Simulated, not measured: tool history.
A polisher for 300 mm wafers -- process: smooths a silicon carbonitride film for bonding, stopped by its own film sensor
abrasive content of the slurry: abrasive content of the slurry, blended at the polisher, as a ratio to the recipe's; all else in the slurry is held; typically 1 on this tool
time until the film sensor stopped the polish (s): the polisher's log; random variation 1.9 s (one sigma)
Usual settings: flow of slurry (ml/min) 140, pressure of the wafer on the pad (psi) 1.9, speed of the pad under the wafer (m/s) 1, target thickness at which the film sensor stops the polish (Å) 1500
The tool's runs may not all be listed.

| run | day | flow of slurry (ml/min) | pressure of the wafer on the pad (psi) | speed of the pad under the wafer (m/s) | abrasive content of the slurry | target thickness at which the film sensor stops the polish (Å) | wafers since the last listed run | wafers polished on this pad | hours since the slurry nozzle was cleaned | hours since the head pressure was calibrated | hours since the slurry blender was calibrated | incoming thickness of the incoming film, nm | time until the film sensor stopped the polish (s) |
|---|---|---|---|---|---|---|---|---|---|---|---|---|---|
| 1 | 0 | 140 | 1.9 | 1 | 1 | 1500 | 0 | 2608 | 599.4 | 309.2 | 318.4 | 168.1 | 94.8 |
|  | 1.175 | slurry blender recalibrated |
| 2 | 2.088 | 140 | 1.9 | 1 | 1 | 1500 | 503 | 3112 | 649.5 | 359.3 | 21.9 | 170.3 | 109.2 |
| 3 | 3.325 | 140 | 1.9 | 1.26 | 1 | 1500 | 310 | 3423 | 679.2 | 389 | 51.6 | 173.3 | 103.3 |
| 4 | 5.221 | 140 | 1.9 | 1 | 1 | 1500 | 476 | 3899 | 724.7 | 434.5 | 97.1 | 169.4 | 97.7 |
|  | 5.688 | worn pad replaced by a new one |
| 5 | 7.508 | 140 | 1.9 | 1 | 1 | 1500 | 532 | 457 | 779.6 | 489.4 | 152 | 173.7 | 123.3 |
| 6 | 8.746 | 140 | 1.9 | 1 | 1 | 1500 | 310 | 768 | 809.3 | 519.1 | 181.7 | 170.9 | 107.2 |
| 7 | 11.421 | 125 | 1.9 | 1 | 1 | 1500 | 672 | 1440 | 873.5 | 583.3 | 245.9 | 168.3 | 100.5 |
|  | 12.062 | head pressure recalibrated |
|  | 12.088 | slurry nozzle cleaned |
| 8 | 14.388 | 140 | 1.9 | 1 | 0.8 | 1500 | 718 | 2158 | 55.2 | 55.8 | 317.1 | 172.7 | 145.6 |
|  | 15.988 | slurry blender recalibrated |
| 9 | 17.279 | 140 | 1.9 | 1 | 1.1 | 1500 | 705 | 2864 | 124.6 | 125.2 | 31 | 170.8 | 112.3 |
| 10 | 18.408 | 140 | 1.9 | 1 | 1.1 | 1500 | 283 | 3147 | 151.7 | 152.3 | 58.1 | 173 | 124.7 |
| 11 | 19.55 | 140 | 2.2 | 1.22 | 1.1 | 1480 | 286 | 3434 | 179.1 | 179.7 | 85.5 | 169.5 | 88.3 |
| 12 | 22.233 | 140 | 1.9 | 1.14 | 1 | 1500 | 674 | 4109 | 243.5 | 244.1 | 149.9 | 171.4 | 106.3 |
|  | 22.512 | head pressure recalibrated, repeated, since the last time left the tool worse |
|  | 23.038 | worn pad replaced by a new one |
| 13 | 23.433 | 100 | 1.2 | 0.68 | 1 | 1530 | 238 | 99 | 272.3 | 22.1 | 178.7 | 170.5 | 171.6 |
| 14 | 26.029 | 140 | 1.6 | 1 | 1 | 1500 | 652 | 752 | 334.6 | 84.4 | 241 | 169.3 | 107.4 |
| 15 | 28.158 | 175 | 1.9 | 1 | 1 | 1440 | 535 | 1287 | 385.7 | 135.5 | 292.1 | 167.7 | 115.7 |
| 16 | 29.692 | 140 | 1.9 | 1.36 | 1 | 1480 | 385 | 1672 | 422.5 | 172.3 | 328.9 | 168.1 | 81.6 |
| 17 | 31.45 | 140 | 1.9 | 1 | 1 | 1500 | 441 | 2114 | 464.7 | 214.5 | 371.1 | 171.5 | 113.6 |
| 18 | 33.967 | 175 | 1.9 | 1 | 0.85 | 1550 | 632 | 2746 | 525.1 | 274.9 | 431.5 | 169.9 | 83.7 |
|  | 34.279 | slurry blender recalibrated |
| 19 | 36.775 | 140 | 1.9 | 1 | 1 | 1500 | 684 | 3431 | 592.5 | 342.3 | 59.9 | 172.2 | 115.3 |
| 20 | 38.975 | 140 | 1.5 | 1 | 1 | 1460 | 552 | 3984 | 645.3 | 395.1 | 112.7 | 169.8 | 145.2 |
|  | 40.804 | worn pad replaced by a new one |
| 21 | 42.871 | 140 | 1.9 | 1 | 1 | 1500 | 937 | 519 | 738.8 | 488.6 | 206.2 | 169.9 | 103.9 |
|  | 44.596 | head pressure recalibrated |
| 22 | 44.638 | 140 | 1.9 | 1 | 1.2 | 1500 | 423 | 942 | 781.2 | 1 | 248.6 | 171.2 | 96.6 |

Run 23, settings as shown, results not yet in. Your forecast:
|  | 46.4 | slurry nozzle cleaned |
| 23 | 47.579 | 140 | 1.9 | 1.3 | 1 | 1500 | 728 | 1671 | 28.3 | 71.6 | 319.2 | 172.1 | ? |

{"run 23": {"time until the film sensor stopped the polish (s)": 90.9}}
Had the tool carried no hidden state, the very same run would have given time until the film sensor stopped the polish (s) 89.8.
